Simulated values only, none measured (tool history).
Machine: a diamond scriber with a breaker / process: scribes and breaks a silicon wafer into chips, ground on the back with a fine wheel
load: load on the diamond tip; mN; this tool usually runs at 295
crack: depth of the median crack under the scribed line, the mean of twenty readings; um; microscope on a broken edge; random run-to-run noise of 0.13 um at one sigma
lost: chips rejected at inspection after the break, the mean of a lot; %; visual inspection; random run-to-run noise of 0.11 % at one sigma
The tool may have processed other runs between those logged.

| run | hour | load | incoming depth of the damage left on the back of the incoming wafer, um | crack | lost |
|---|---|---|---|---|---|
| 1 | 0.0 | 295 | 2.98 | 9.92 | 4.31 |
|  | 0.1 | diamond tip replaced by a new one |
| 2 | 104.8 | 295 | 2.65 | 10.00 | 3.61 |
| 3 | 157.4 | 295 | 2.92 | 10.13 | 4.30 |
|  | 248.6 | load on the tip recalibrated |
| 4 | 252.4 | 277 | 2.89 | 8.74 | 4.46 |
| 5 | 292.2 | 295 | 2.93 | 9.37 | 4.37 |
| 6 | 364.4 | 295 | 2.26 | 9.29 | 2.79 |
| 7 | 471.9 | 238 | 1.58 | 7.90 | 4.82 |
| 8 | 528.3 | 243 | 2.21 | 8.27 | 5.57 |
| 9 | 594.8 | 295 | 1.56 | 9.77 | 1.75 |
|  | 628.8 | diamond tip replaced by a new one |
| 10 | 689.9 | 295 | 2.85 | 9.58 | 3.58 |
| 11 | 742.9 | 295 | 2.12 | 9.60 | 2.48 |
| 12 | 822.2 | 295 | 2.60 | 9.75 | 3.11 |
| 13 | 927.3 | 295 | 1.90 | 9.54 | 2.23 |
| 14 | 1171.0 | 295 | 2.76 | 9.69 | 3.71 |
| 15 | 1236.0 | 295 | 2.53 | 9.93 | 3.07 |
| 16 | 1289.3 | 295 | 2.42 | 9.58 | 2.92 |
|  | 1299.5 | diamond tip replaced by a new one, of another model than before |
| 17 | 1346.1 | 295 | 2.85 | 10.41 | 4.20 |
| 18 | 1450.0 | 295 | 2.30 | 10.07 | 3.24 |
| 19 | 1743.8 | 336 | 1.74 | 11.81 | 9.34 |
| 20 | 1850.0 | 332 | 2.23 | 11.93 | 9.47 |
|  | 1859.4 | diamond tip replaced by a new one |
| 21 | 1909.5 | 295 | 2.86 | 10.62 | 5.03 |
| 22 | 1962.5 | 277 | 2.46 | 9.58 | 2.87 |
| 23 | 2047.8 | 295 | 2.51 | 10.53 | 4.49 |
| 24 | 2120.6 | 263 | 2.76 | 9.04 | 4.18 |
|  | 2179.5 | load on the tip recalibrated |
| 25 | 2194.0 | 242 | 1.95 | 7.15 | 10.51 |
| 26 | 2277.2 | 237 | 2.62 | 7.05 | 14.85 |
| 27 | 2314.2 | 356 | 1.64 | 11.66 | 7.41 |
| 28 | 2387.7 | 295 | 1.57 | 9.20 | 1.78 |
|  | 2398.5 | diamond tip replaced by a new one |
| 29 | 2440.8 | 334 | 1.62 | 10.98 | 4.82 |
| 30 | 2498.3 | 295 | 2.99 | 9.51 | 4.28 |
| 31 | 2589.0 | 355 | 2.93 | 11.81 | 9.19 |
| 32 | 2636.5 | 348 | 1.85 | 12.01 | 7.06 |
| 33 | 2690.3 | 213 | 2.08 | 5.96 | 26.38 |
| 34 | 2795.7 | 233 | 1.98 | 6.96 | 13.03 |
| 35 | 2880.4 | 254 | 1.89 | 8.03 | 5.07 |
|  | 2939.4 | diamond tip replaced by a new one |
| 36 | 2941.8 | 211 | 2.44 | 5.81 | 28.12 |

For each run, what was the tool's unlogged condition?
share of the diamond tip's cutting effectiveness lost through wear, %: 0 on each run
H1: deviation of the load on the tip from its setpoint, %
| run | H1 |
|---|---|
| 1 | 9.95 |
| 2 | 10.5 |
| 3 | 10.8 |
| 4 | 0.584 |
| 5 | 0.81 |
| 6 | 1.22 |
| 7 | 1.83 |
| 8 | 2.15 |
| 9 | 2.53 |
| 10 | 3.07 |
| 11 | 3.37 |
| 12 | 3.82 |
| 13 | 4.42 |
| 14 | 5.81 |
| 15 | 6.17 |
| 16 | 6.48 |
| 17 | 6.8 |
| 18 | 7.39 |
| 19 | 9.06 |
| 20 | 9.66 |
| 21 | 10 |
| 22 | 10.3 |
| 23 | 10.8 |
| 24 | 11.2 |
| 25 | 0.344 |
| 26 | 0.816 |
| 27 | 1.03 |
| 28 | 1.44 |
| 29 | 1.75 |
| 30 | 2.07 |
| 31 | 2.59 |
| 32 | 2.86 |
| 33 | 3.16 |
| 34 | 3.76 |
| 35 | 4.25 |
| 36 | 4.59 |

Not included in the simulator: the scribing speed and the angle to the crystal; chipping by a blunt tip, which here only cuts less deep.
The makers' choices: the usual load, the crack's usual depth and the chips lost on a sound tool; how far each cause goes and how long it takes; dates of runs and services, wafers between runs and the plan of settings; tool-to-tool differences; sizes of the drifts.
